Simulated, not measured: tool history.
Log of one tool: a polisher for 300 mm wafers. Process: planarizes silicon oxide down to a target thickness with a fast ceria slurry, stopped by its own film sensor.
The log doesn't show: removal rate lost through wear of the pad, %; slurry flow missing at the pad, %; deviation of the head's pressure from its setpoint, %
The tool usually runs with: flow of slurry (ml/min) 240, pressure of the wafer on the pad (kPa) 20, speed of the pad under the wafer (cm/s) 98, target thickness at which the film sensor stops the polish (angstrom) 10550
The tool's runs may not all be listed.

| run | hour | flow of slurry (ml/min) | pressure of the wafer on the pad (kPa) | speed of the pad under the wafer (cm/s) | target thickness at which the film sensor stops the polish (angstrom) | wafers since the last listed run | wafers polished on this pad | hours since the slurry nozzle was cleaned | hours since the head pressure was calibrated | incoming thickness of the incoming film, nm | time until the film sensor stopped the polish (s) |
|---|---|---|---|---|---|---|---|---|---|---|---|
| 1 | 0 | 240 | 20 | 98 | 9200 | 0 | 5864 | 447.2 | 521.2 | 1675.7 | 53.9 |
|  | 7.3 | worn pad replaced by a new one |
| 2 | 90.3 | 240 | 20 | 98 | 9200 | 992 | 954 | 537.5 | 611.5 | 1677.2 | 46.3 |
|  | 142.8 | slurry nozzle cleaned |
| 3 | 186.2 | 240 | 20 | 98 | 9200 | 1091 | 2046 | 43.4 | 707.4 | 1644.7 | 47.2 |
|  | 298.1 | head pressure recalibrated |
| 4 | 406.3 | 240 | 20 | 98 | 10550 | 2507 | 4553 | 263.5 | 108.2 | 1637.6 | 37.4 |
|  | 453.4 | worn pad replaced by a new one |
| 5 | 453.9 | 240 | 20 | 98 | 10550 | 501 | 5 | 311.1 | 155.8 | 1654.3 | 35.8 |
| 6 | 528.4 | 240 | 20 | 98 | 10550 | 856 | 862 | 385.6 | 230.3 | 1685.1 | 37.8 |
| 7 | 624.7 | 240 | 20 | 98 | 10550 | 1107 | 1969 | 481.9 | 326.6 | 1637.3 | 36.2 |
| 8 | 674.2 | 240 | 20 | 98 | 10550 | 569 | 2538 | 531.4 | 376.1 | 1657 | 37.6 |
| 9 | 712 | 240 | 20 | 98 | 10550 | 434 | 2973 | 569.2 | 413.9 | 1630.1 | 37.1 |
|  | 741.4 | slurry nozzle cleaned |
| 10 | 757.5 | 240 | 20 | 98 | 10550 | 511 | 3485 | 16.1 | 459.4 | 1622.5 | 36.9 |
| 11 | 853 | 240 | 20 | 98 | 10550 | 1098 | 4583 | 111.6 | 554.9 | 1629 | 39.2 |
| 12 | 893.7 | 240 | 20 | 98 | 10550 | 467 | 5051 | 152.3 | 595.6 | 1668.4 | 44 |
|  | 957.1 | worn pad replaced by a new one |
| 13 | 957.6 | 240 | 20 | 98 | 10550 | 688 | 5 | 216.2 | 659.5 | 1654.1 | 39.3 |
| 14 | 1017.8 | 240 | 20 | 98 | 10550 | 692 | 697 | 276.4 | 719.7 | 1633.2 | 36.2 |
| 15 | 1064.8 | 240 | 20 | 78 | 10550 | 540 | 1237 | 323.4 | 766.7 | 1638.9 | 47.4 |
| 16 | 1110.4 | 240 | 22.8 | 72 | 8660 | 524 | 1762 | 369 | 812.3 | 1682.1 | 62.4 |
| 17 | 1148 | 240 | 20 | 78 | 10550 | 432 | 2194 | 406.6 | 849.9 | 1644.6 | 50.5 |
| 18 | 1215 | 190 | 20 | 82 | 11220 | 770 | 2965 | 473.6 | 916.9 | 1631.5 | 44.6 |
|  | 1235.8 | slurry nozzle cleaned |
| 19 | 1263 | 240 | 20 | 98 | 10550 | 540 | 3505 | 27.2 | 964.9 | 1643.2 | 41.1 |
|  | 1305.6 | head pressure recalibrated |
| 20 | 1334.4 | 240 | 20 | 98 | 10550 | 797 | 4303 | 98.6 | 28.8 | 1658.5 | 38.4 |
| 21 | 1392.5 | 240 | 20 | 98 | 10550 | 668 | 4971 | 156.7 | 86.9 | 1681.2 | 40.9 |
| 22 | 1441.6 | 295 | 20 | 112 | 9790 | 564 | 5536 | 205.8 | 136 | 1665.5 | 39.1 |
|  | 1456.2 | worn pad replaced by a new one |
| 23 | 1538.5 | 315 | 15.2 | 128 | 8880 | 1068 | 946 | 302.7 | 232.9 | 1655.8 | 43.8 |
| 24 | 1625.6 | 325 | 20 | 98 | 12550 | 1001 | 1948 | 389.8 | 320 | 1676.1 | 24.7 |
|  | 1750.1 | slurry nozzle cleaned |
| 25 | 1825.5 | 240 | 15.9 | 98 | 10550 | 2287 | 4235 | 75.4 | 519.9 | 1659.9 | 48.3 |
| 26 | 1929.4 | 205 | 20 | 110 | 10550 | 1194 | 5429 | 179.3 | 623.8 | 1656.1 | 36.8 |
| 27 | 2019.2 | 240 | 24.8 | 98 | 9800 | 1032 | 6462 | 269.1 | 713.6 | 1690.5 | 41.7 |
|  | 2024.3 | worn pad replaced by a new one |
|  | 2240.2 | slurry nozzle cleaned |
|  | 2303.1 | head pressure recalibrated |
| 28 | 2339.7 | 240 | 26.2 | 74 | 10550 | 3604 | 3592 | 99.5 | 36.6 | 1628.7 | 35.8 |
| 29 | 2429.3 | 285 | 20 | 80 | 10550 | 1030 | 4622 | 189.1 | 126.2 | 1648.7 | 45.7 |
| 30 | 2536 | 240 | 20 | 98 | 10550 | 1226 | 5849 | 295.8 | 232.9 | 1697.3 | 43.1 |

Branching from run 30: 5 alternative next runs. What would each branch give?
| A | 2536.4 | 240 | 20 | 98 | 10550 | 4 | 5853 | 296.2 | 233.3 | 1653.9 | ? |
| B | 2536.4 | 310 | 20 | 98 | 10550 | 4 | 5853 | 296.2 | 233.3 | 1653.9 | ? |
| C | 2536.4 | 240 | 20 | 128 | 12570 | 4 | 5853 | 296.2 | 233.3 | 1653.9 | ? |
| D | 2536.4 | 240 | 20 | 116 | 10550 | 4 | 5853 | 296.2 | 233.3 | 1653.9 | ? |
| E | 2536.4 | 240 | 20 | 108 | 8940 | 4 | 5853 | 296.2 | 233.3 | 1653.9 | ? |

| run | time until the film sensor stopped the polish (s) |
|---|---|
| A | 41.7 |
| B | 40.8 |
| C | 21.2 |
| D | 35.2 |
| E | 48 |
Had the tool no hidden state, the same runs would have come out as:
| run | time until the film sensor stopped the polish (s) |
|---|---|
| A | 35.7 |
| B | 34.9 |
| C | 18.1 |
| D | 30.2 |
| E | 41.1 |
